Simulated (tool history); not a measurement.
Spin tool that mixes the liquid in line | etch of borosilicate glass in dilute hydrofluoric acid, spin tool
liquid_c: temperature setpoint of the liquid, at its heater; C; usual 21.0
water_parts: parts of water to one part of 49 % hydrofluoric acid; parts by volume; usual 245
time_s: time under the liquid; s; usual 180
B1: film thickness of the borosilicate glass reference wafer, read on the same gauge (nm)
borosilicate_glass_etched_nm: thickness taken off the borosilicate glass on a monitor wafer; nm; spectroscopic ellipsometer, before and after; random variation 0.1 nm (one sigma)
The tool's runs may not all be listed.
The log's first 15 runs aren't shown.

{"run": 16, "hour": 760.4, "liquid_c": 21.0, "water_parts": 245, "time_s": 135, "B1": 149.98, "borosilicate_glass_etched_nm": 12.95}
{"run": 17, "hour": 952.4, "liquid_c": 21.0, "water_parts": 150, "time_s": 180, "B1": 150.02, "borosilicate_glass_etched_nm": 31.46}
{"run": 18, "hour": 1005.7, "liquid_c": 21.0, "water_parts": 245, "time_s": 125, "B1": 150.04, "borosilicate_glass_etched_nm": 12.17}
{"run": 19, "hour": 1053.1, "liquid_c": 21.0, "water_parts": 350, "time_s": 180, "B1": 150.0, "borosilicate_glass_etched_nm": 11.08}
{"run": 20, "hour": 1083.5, "liquid_c": 21.0, "water_parts": 300, "time_s": 75, "B1": 149.96, "borosilicate_glass_etched_nm": 5.67}
{"hour": 1122.2, "done": "hydrofluoric acid flow meter replaced"}
{"run": 21, "hour": 1138.7, "liquid_c": 19.0, "water_parts": 290, "time_s": 285, "B1": 149.99, "borosilicate_glass_etched_nm": 20.19}
{"hour": 1175.8, "done": "gauge calibrated"}
{"run": 22, "hour": 1177.1, "liquid_c": 21.0, "water_parts": 245, "time_s": 180, "B1": 150.02, "borosilicate_glass_etched_nm": 17.09}
{"run": 23, "hour": 1218.5, "liquid_c": 18.5, "water_parts": 325, "time_s": 80, "B1": 150.04, "borosilicate_glass_etched_nm": 4.81}
{"run": 24, "hour": 1270.4, "liquid_c": 21.0, "water_parts": 245, "time_s": 180, "B1": 149.97, "borosilicate_glass_etched_nm": 17.15}
{"run": 25, "hour": 1298.2, "liquid_c": 25.5, "water_parts": 245, "time_s": 180, "B1": 150.0, "borosilicate_glass_etched_nm": 19.98}
{"run": 26, "hour": 1346.0, "liquid_c": 21.0, "water_parts": 245, "time_s": 180, "B1": 150.0, "borosilicate_glass_etched_nm": 17.26}
{"run": 27, "hour": 1400.1, "liquid_c": 21.0, "water_parts": 350, "time_s": 135, "B1": 149.98, "borosilicate_glass_etched_nm": 8.2}
{"run": 28, "hour": 1426.1, "liquid_c": 21.0, "water_parts": 245, "time_s": 135, "B1": 150.02, "borosilicate_glass_etched_nm": 12.86}
{"run": 29, "hour": 1455.9, "liquid_c": 21.0, "water_parts": 245, "time_s": 180, "B1": 150.02, "borosilicate_glass_etched_nm": 17.3}
{"run": 30, "hour": 1488.3, "liquid_c": 21.0, "water_parts": 180, "time_s": 80, "B1": 150.0, "borosilicate_glass_etched_nm": 11.12}
{"run": 31, "hour": 1541.7, "liquid_c": 21.0, "water_parts": 245, "time_s": 180, "B1": 149.97, "borosilicate_glass_etched_nm": 17.24}
{"run": 32, "hour": 1592.9, "liquid_c": 21.0, "water_parts": 245, "time_s": 180, "B1": 150.0, "borosilicate_glass_etched_nm": 17.35}

Forecast each of these 5 alternatives for the next run:
{"run": "A", "hour": 1593.4, "liquid_c": 21.0, "water_parts": 245, "time_s": 210, "B1": "?", "borosilicate_glass_etched_nm": "?"}
{"run": "B", "hour": 1593.4, "liquid_c": 24.0, "water_parts": 245, "time_s": 180, "B1": "?", "borosilicate_glass_etched_nm": "?"}
{"run": "C", "hour": 1593.4, "liquid_c": 21.0, "water_parts": 245, "time_s": 140, "B1": "?", "borosilicate_glass_etched_nm": "?"}
{"run": "D", "hour": 1593.4, "liquid_c": 19.0, "water_parts": 315, "time_s": 260, "B1": "?", "borosilicate_glass_etched_nm": "?"}
{"run": "E", "hour": 1593.4, "liquid_c": 25.0, "water_parts": 350, "time_s": 235, "B1": "?", "borosilicate_glass_etched_nm": "?"}

run=A B1=150.00 borosilicate_glass_etched_nm=20.38
run=B B1=150.00 borosilicate_glass_etched_nm=19.50
run=C B1=150.00 borosilicate_glass_etched_nm=13.59
run=D B1=150.00 borosilicate_glass_etched_nm=17.12
run=E B1=150.00 borosilicate_glass_etched_nm=16.67
Without the tool's hidden state the same runs would have given:
run=A borosilicate_glass_etched_nm=19.74
run=B borosilicate_glass_etched_nm=18.88
run=C borosilicate_glass_etched_nm=13.16
run=D borosilicate_glass_etched_nm=16.56
run=E borosilicate_glass_etched_nm=16.10
